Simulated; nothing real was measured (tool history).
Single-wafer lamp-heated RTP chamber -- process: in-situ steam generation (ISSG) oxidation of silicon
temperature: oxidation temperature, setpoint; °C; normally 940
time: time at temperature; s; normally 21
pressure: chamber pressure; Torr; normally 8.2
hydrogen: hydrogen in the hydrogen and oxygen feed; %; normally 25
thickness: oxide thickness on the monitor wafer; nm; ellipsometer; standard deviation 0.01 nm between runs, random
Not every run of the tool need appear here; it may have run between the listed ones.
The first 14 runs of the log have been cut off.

run,hour,temperature,time,pressure,hydrogen,"read-back reference wafer on the same gauge, thickness",thickness
15,208.1,940,21,7.2,25,5.595,4.806
16,221.8,950,21,8.2,32,5.589,5.273
17,236.6,940,21,8.9,32,5.592,5.079
# hour 246.1: gauge calibrated
18,253.8,940,13,8.2,31,5.596,4.219
19,266.3,940,21,8.2,31,5.588,5.077
# hour 275.8: pyrometer window cleaned and pyrometer calibrated
20,276.3,960,21,7.8,25,5.582,4.995
# hour 288.5: hydrogen flow controller replaced
21,289.4,940,21,8.7,25,5.592,4.673
22,297.3,955,25,7.5,29,5.587,5.507
23,308.1,940,15,9.5,32,5.586,4.321
24,323.5,940,21,8.2,25,5.592,4.720
25,339.6,945,21,8.2,25,5.594,4.817
26,351.6,940,21,8.2,25,5.591,4.743

The next listed run, before its measurement:
27,366.3,940,21,8.2,19,?,?

{"run 27": {"read-back reference wafer on the same gauge, thickness": 5.596, "thickness": 4.459}}
Were there no unlogged condition in the tool, this run, its random variation unchanged, would have produced thickness 4.375 nm.
